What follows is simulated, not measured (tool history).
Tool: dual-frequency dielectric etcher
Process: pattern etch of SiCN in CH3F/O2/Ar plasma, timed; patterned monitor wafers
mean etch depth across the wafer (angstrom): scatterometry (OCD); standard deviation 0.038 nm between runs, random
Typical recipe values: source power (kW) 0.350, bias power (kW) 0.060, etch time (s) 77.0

run     day  source power (kW)  bias power (kW)  etch time (s)  read-back reference wafer on the same gauge, depth_nm  mean etch depth across the wafer (angstrom)
  1   0.000              0.350            0.057           77.0                                                  27.62                                        246.4
  2   0.296              0.350            0.060           77.0                                                  27.59                                        253.0
  3   0.929              0.350            0.060           77.0                                                  27.59                                        252.6
  4   3.121              0.410            0.060           77.0                                                  27.61                                        274.6
  5   3.588              0.410            0.060           77.0                                                  27.60                                        274.3
  6   3.992              0.350            0.060           82.0                                                  27.59                                        267.8
  7   4.679              0.350            0.060           82.0                                                  27.61                                        267.8
      5.525  -- source power generator calibrated
      5.717  -- upper electrode replaced
      5.929  -- wet clean of the chamber
  8   5.950              0.350            0.060           82.0                                                  27.58                                        270.3
  9   5.962              0.350            0.060           94.0                                                  27.61                                        311.0
 10   6.058              0.350            0.060           94.0                                                  27.60                                        310.2
 11   6.462              0.350            0.060           89.5                                                  27.60                                        295.5
 12   6.767              0.350            0.060           88.0                                                  27.60                                        290.6
 13   7.367              0.350            0.060           77.0                                                  27.60                                        254.0
 14   7.800              0.400            0.060           77.0                                                  27.60                                        273.4
 15   8.388              0.290            0.069           93.5                                                  27.59                                        295.4
 16   9.117              0.350            0.060           77.0                                                  27.61                                        254.1
 17  11.204              0.350            0.060           77.0                                                  27.60                                        254.2
 18  11.788              0.350            0.060           88.0                                                  27.61                                        290.7
     12.000  -- bias power generator calibrated
 19  12.125              0.400            0.060           69.0                                                  27.60                                        243.9
 20  12.479              0.390            0.060           77.0                                                  27.61                                        269.6
     12.738  -- gauge calibrated
 21  13.225              0.350            0.060           64.0                                                  27.61                                        211.4
 22  13.962              0.350            0.060           77.0                                                  27.61                                        254.2
 23  14.521              0.350            0.060           77.0                                                  27.59                                        254.1
 24  15.096              0.430            0.070           65.0                                                  27.60                                        256.5
 25  15.512              0.350            0.057           77.0                                                  27.61                                        247.1
 26  15.783              0.300            0.060           77.0                                                  27.60                                        232.3
 27  16.367              0.440            0.054           77.0                                                  27.60                                        272.4
 28  16.908              0.320            0.060           77.0                                                  27.60                                        241.1
 29  17.633              0.350            0.060           77.0                                                  27.59                                        253.2
 30  18.358              0.310            0.073           89.0                                                  27.60                                        299.5

Measured minus without-hidden-state, run by run (identical run-to-run variation in each term; gauge scatter may differ):
Hidden state at play: etch rate over this chamber's usual, %; source power that arrives over what is set, %; bias power that arrives over what is set, %; gauge reads high (%).
run  mean etch depth across the wafer (angstrom)
  1                                         -1.9
  2                                         -2.0
  3                                         -2.0
  4                                         -2.5
  5                                         -2.5
  6                                         -2.5
  7                                         -2.6
  8                                         +0.1
  9                                         +0.1
 10                                         +0.2
 11                                         +0.1
 12                                         +0.0
 13                                         +0.0
 14                                         -0.1
 15                                         -0.1
 16                                         -0.2
 17                                         -0.4
 18                                         -0.5
 19                                         -0.5
 20                                         -0.5
 21                                         -0.5
 22                                         -0.7
 23                                         -0.8
 24                                         -0.8
 25                                         -0.8
 26                                         -0.8
 27                                         -1.0
 28                                         -0.9
 29                                         -1.1
 30                                         -1.3

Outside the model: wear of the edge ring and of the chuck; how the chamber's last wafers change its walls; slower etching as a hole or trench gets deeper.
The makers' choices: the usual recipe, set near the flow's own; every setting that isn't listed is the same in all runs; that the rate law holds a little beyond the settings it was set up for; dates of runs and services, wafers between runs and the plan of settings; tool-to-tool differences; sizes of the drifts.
